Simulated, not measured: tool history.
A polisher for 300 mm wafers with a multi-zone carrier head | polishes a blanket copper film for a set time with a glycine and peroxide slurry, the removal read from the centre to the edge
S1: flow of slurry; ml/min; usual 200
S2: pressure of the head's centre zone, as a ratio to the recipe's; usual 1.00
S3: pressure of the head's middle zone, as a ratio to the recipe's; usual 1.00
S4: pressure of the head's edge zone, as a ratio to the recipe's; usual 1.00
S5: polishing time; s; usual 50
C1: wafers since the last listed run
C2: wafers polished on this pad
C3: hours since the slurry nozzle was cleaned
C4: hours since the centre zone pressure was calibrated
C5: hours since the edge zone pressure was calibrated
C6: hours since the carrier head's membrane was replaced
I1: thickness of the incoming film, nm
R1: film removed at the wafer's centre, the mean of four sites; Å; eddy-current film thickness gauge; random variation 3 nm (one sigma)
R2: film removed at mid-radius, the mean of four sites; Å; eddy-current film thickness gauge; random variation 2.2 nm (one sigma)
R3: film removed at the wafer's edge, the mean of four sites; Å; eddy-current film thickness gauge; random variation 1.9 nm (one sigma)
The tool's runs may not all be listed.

| run | day | S1 | S2 | S3 | S4 | S5 | C1 | C2 | C3 | C4 | C5 | C6 | I1 | R1 | R2 | R3 |
|---|---|---|---|---|---|---|---|---|---|---|---|---|---|---|---|---|
| 1 | 0.000 | 180 | 0.89 | 1.00 | 1.00 | 50 | 0 | 1791 | 344.4 | 51.9 | 148.3 | 421.0 | 2205.9 | 1782 | 2055 | 1992 |
| 2 | 11.854 | 200 | 1.08 | 1.00 | 0.94 | 66 | 2588 | 4380 | 628.9 | 336.4 | 432.8 | 705.5 | 2225.0 | 2827 | 2648 | 2544 |
|  | 15.642 | worn pad replaced by a new one |
| 3 | 16.062 | 200 | 1.00 | 1.00 | 1.00 | 50 | 882 | 92 | 729.9 | 437.4 | 533.8 | 806.5 | 2241.7 | 1893 | 2019 | 1975 |
| 4 | 18.517 | 200 | 1.00 | 1.00 | 1.00 | 50 | 535 | 628 | 788.8 | 496.3 | 592.7 | 865.4 | 2206.4 | 1889 | 2028 | 1907 |
| 5 | 20.708 | 200 | 0.89 | 0.96 | 1.04 | 50 | 478 | 1106 | 841.4 | 548.9 | 645.3 | 918.0 | 2236.7 | 1692 | 1882 | 1973 |
|  | 21.350 | edge zone pressure recalibrated |
|  | 22.038 | slurry nozzle cleaned |
| 6 | 25.096 | 200 | 1.00 | 1.00 | 1.00 | 50 | 930 | 2037 | 73.4 | 654.2 | 89.9 | 1023.3 | 2215.4 | 2072 | 2125 | 2037 |
| 7 | 27.629 | 200 | 0.97 | 0.96 | 1.00 | 44 | 553 | 2590 | 134.2 | 715.0 | 150.7 | 1084.1 | 2231.4 | 1755 | 1770 | 1792 |
| 8 | 30.671 | 200 | 1.00 | 1.00 | 1.00 | 50 | 664 | 3254 | 207.2 | 788.0 | 223.7 | 1157.1 | 2209.5 | 2053 | 2091 | 2058 |
| 9 | 33.425 | 225 | 1.11 | 1.00 | 1.00 | 64 | 601 | 3856 | 273.3 | 854.1 | 289.8 | 1223.2 | 2184.4 | 2911 | 2708 | 2635 |
| 10 | 36.875 | 200 | 0.95 | 0.96 | 0.92 | 50 | 753 | 4609 | 356.1 | 936.9 | 372.6 | 1306.0 | 2236.4 | 1947 | 1955 | 1967 |
|  | 37.442 | carrier head's membrane replaced by a new one |
| 11 | 38.979 | 200 | 1.11 | 0.93 | 1.00 | 50 | 413 | 5023 | 406.6 | 987.4 | 423.1 | 36.9 | 2191.0 | 2184 | 1905 | 1982 |
| 12 | 40.625 | 200 | 0.94 | 1.00 | 1.00 | 65 | 359 | 5382 | 446.1 | 1026.9 | 462.6 | 76.4 | 2238.1 | 2493 | 2630 | 2596 |
|  | 41.608 | worn pad replaced by a new one |
| 13 | 44.129 | 260 | 0.95 | 1.00 | 0.93 | 50 | 728 | 550 | 530.2 | 1111.0 | 546.7 | 160.5 | 2245.0 | 1965 | 2089 | 2003 |
| 14 | 48.588 | 200 | 1.00 | 1.00 | 1.00 | 50 | 973 | 1524 | 637.2 | 1218.0 | 653.7 | 267.5 | 2226.1 | 1906 | 1957 | 1950 |
|  | 50.296 | edge zone pressure recalibrated |
| 15 | 50.317 | 200 | 1.08 | 1.00 | 1.00 | 50 | 359 | 1883 | 678.7 | 1259.5 | 0.5 | 309.0 | 2205.1 | 2048 | 1939 | 1960 |
|  | 51.704 | centre zone pressure recalibrated |
| 16 | 52.400 | 200 | 1.00 | 1.00 | 1.00 | 50 | 436 | 2320 | 728.7 | 16.7 | 50.5 | 359.0 | 2241.2 | 1896 | 1949 | 1910 |
|  | 52.892 | slurry nozzle cleaned |
| 17 | 56.267 | 170 | 0.97 | 1.00 | 1.00 | 50 | 835 | 3155 | 81.0 | 109.5 | 143.3 | 451.8 | 2253.6 | 1965 | 2052 | 1996 |
| 18 | 58.117 | 200 | 1.00 | 1.00 | 0.89 | 63 | 403 | 3559 | 125.4 | 153.9 | 187.7 | 496.2 | 2243.9 | 2643 | 2686 | 2445 |
| 19 | 60.288 | 200 | 0.92 | 1.00 | 1.00 | 50 | 474 | 4033 | 177.5 | 206.0 | 239.8 | 548.3 | 2216.4 | 1871 | 2104 | 2060 |
| 20 | 63.296 | 220 | 0.90 | 1.00 | 1.00 | 36 | 656 | 4690 | 249.7 | 278.2 | 312.0 | 620.5 | 2241.5 | 1352 | 1535 | 1489 |
| 21 | 67.571 | 200 | 1.00 | 1.00 | 1.00 | 50 | 933 | 5623 | 352.3 | 380.8 | 414.6 | 723.1 | 2223.8 | 2002 | 2047 | 2030 |

5 ways to go on from here, each from the tool as it stands after run 21. What would each give?
| A | 67.588 | 200 | 1.00 | 1.00 | 1.00 | 50 | 3 | 5627 | 352.7 | 381.2 | 415.0 | 723.5 | 2220.4 | ? | ? | ? |
| B | 67.588 | 220 | 1.00 | 1.00 | 1.00 | 50 | 3 | 5627 | 352.7 | 381.2 | 415.0 | 723.5 | 2220.4 | ? | ? | ? |
| C | 67.588 | 270 | 0.90 | 0.92 | 1.00 | 50 | 3 | 5627 | 352.7 | 381.2 | 415.0 | 723.5 | 2220.4 | ? | ? | ? |
| D | 67.588 | 235 | 1.04 | 0.91 | 1.00 | 58 | 3 | 5627 | 352.7 | 381.2 | 415.0 | 723.5 | 2220.4 | ? | ? | ? |
| E | 67.588 | 235 | 1.00 | 1.00 | 0.90 | 50 | 3 | 5627 | 352.7 | 381.2 | 415.0 | 723.5 | 2220.4 | ? | ? | ? |

| run | R1 | R2 | R3 |
|---|---|---|---|
| A | 2039 | 2059 | 2008 |
| B | 2080 | 2096 | 2034 |
| C | 1937 | 2018 | 2085 |
| D | 2540 | 2271 | 2382 |
| E | 2106 | 2119 | 1957 |
Without the tool's hidden state the same runs would have given:
| run | R1 | R2 | R3 |
|---|---|---|---|
| A | 2117 | 2128 | 2058 |
| B | 2151 | 2159 | 2080 |
| C | 1990 | 2067 | 2123 |
| D | 2620 | 2335 | 2432 |
| E | 2172 | 2179 | 1998 |

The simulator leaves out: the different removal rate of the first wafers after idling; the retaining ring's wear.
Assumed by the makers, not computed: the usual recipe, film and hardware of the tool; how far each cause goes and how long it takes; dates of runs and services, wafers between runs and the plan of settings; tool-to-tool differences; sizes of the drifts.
